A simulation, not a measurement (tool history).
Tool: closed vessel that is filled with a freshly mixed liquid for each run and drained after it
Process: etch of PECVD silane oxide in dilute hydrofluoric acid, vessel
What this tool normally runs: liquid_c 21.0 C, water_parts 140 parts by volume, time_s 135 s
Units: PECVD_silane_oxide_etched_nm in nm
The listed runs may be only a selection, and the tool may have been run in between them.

run	hour	liquid_c	water_parts	time_s	wafers since the last listed run	hours since the thermometer was replaced	hours since the hydrofluoric acid flow meter was replaced	hours since the gauge calibration	read-back film thickness of the PECVD silane oxide reference wafer, read on the same gauge (nm)	PECVD_silane_oxide_etched_nm
1	0.0	21.0	140	135	0	2648.5	1799.0	302.1	80.00	11.73
2	23.0	21.0	140	135	2329	2671.5	1822.0	325.1	80.00	11.69
3	78.2	21.0	140	135	5589	2726.7	1877.2	380.3	79.95	11.86
4	97.2	21.0	140	135	1924	2745.7	1896.2	399.3	80.01	11.79
# hour 103.7: gauge calibrated
5	124.0	21.0	140	135	2713	2772.5	1923.0	20.3	79.99	11.71
6	146.1	21.0	140	135	2237	2794.6	1945.1	42.4	80.01	11.77
7	170.2	21.0	140	135	2440	2818.7	1969.2	66.5	79.98	11.79
8	202.8	21.0	140	135	3301	2851.3	2001.8	99.1	79.99	11.92
9	236.3	21.0	140	135	3392	2884.8	2035.3	132.6	80.01	11.81
10	259.1	21.0	140	110	2308	2907.6	2058.1	155.4	80.03	9.55
11	287.2	21.0	140	110	2845	2935.7	2086.2	183.5	79.98	9.55
12	314.7	24.0	140	135	2784	2963.2	2113.7	211.0	80.00	13.27
13	331.0	24.0	140	135	1650	2979.5	2130.0	227.3	79.97	13.26
14	354.7	21.0	140	135	2399	3003.2	2153.7	251.0	79.96	11.83
15	377.5	21.0	140	135	2308	3026.0	2176.5	273.8	80.02	11.81
16	391.1	19.0	185	200	1377	3039.6	2190.1	287.4	79.98	11.73
# hour 411.2: hydrofluoric acid flow meter replaced
17	418.3	23.5	190	135	2653	3066.8	7.1	314.6	79.98	9.03
18	447.6	25.5	195	80	2967	3096.1	36.4	343.9	79.99	5.60
# hour 483.3: gauge calibrated
19	495.8	18.0	195	135	4880	3144.3	84.6	12.5	79.93	7.12
20	523.7	21.0	140	135	2825	3172.2	112.5	40.4	80.01	11.82
# hour 525.2: thermometer replaced
21	557.0	19.0	85	165	3270	31.8	145.8	73.7	80.05	23.48
22	583.2	21.0	140	135	2653	58.0	172.0	99.9	79.98	11.82
23	616.6	21.0	75	135	3382	91.4	205.4	133.3	79.99	23.74
24	644.3	21.0	140	135	2805	119.1	233.1	161.0	79.96	11.78
25	674.5	19.5	140	65	3058	149.3	263.3	191.2	80.02	5.32
26	689.0	18.5	75	95	1468	163.8	277.8	205.7	80.00	15.02

Consider 4 possible next runs. They are alternatives, not a sequence: every one starts from the tool as it was left by run 26. What does each give?
A	689.7	21.0	140	135	70	164.5	278.5	206.4	?	?
B	689.7	17.0	140	135	70	164.5	278.5	206.4	?	?
C	689.7	24.5	95	75	70	164.5	278.5	206.4	?	?
D	689.7	18.5	70	210	70	164.5	278.5	206.4	?	?

run	read-back film thickness of the PECVD silane oxide reference wafer, read on the same gauge (nm)	PECVD_silane_oxide_etched_nm
A	80.01	11.71
B	80.01	9.96
C	80.01	11.60
D	80.01	35.51
Had the tool no hidden state, the same runs would have come out as:
run	PECVD_silane_oxide_etched_nm
A	11.71
B	9.96
C	11.60
D	35.51
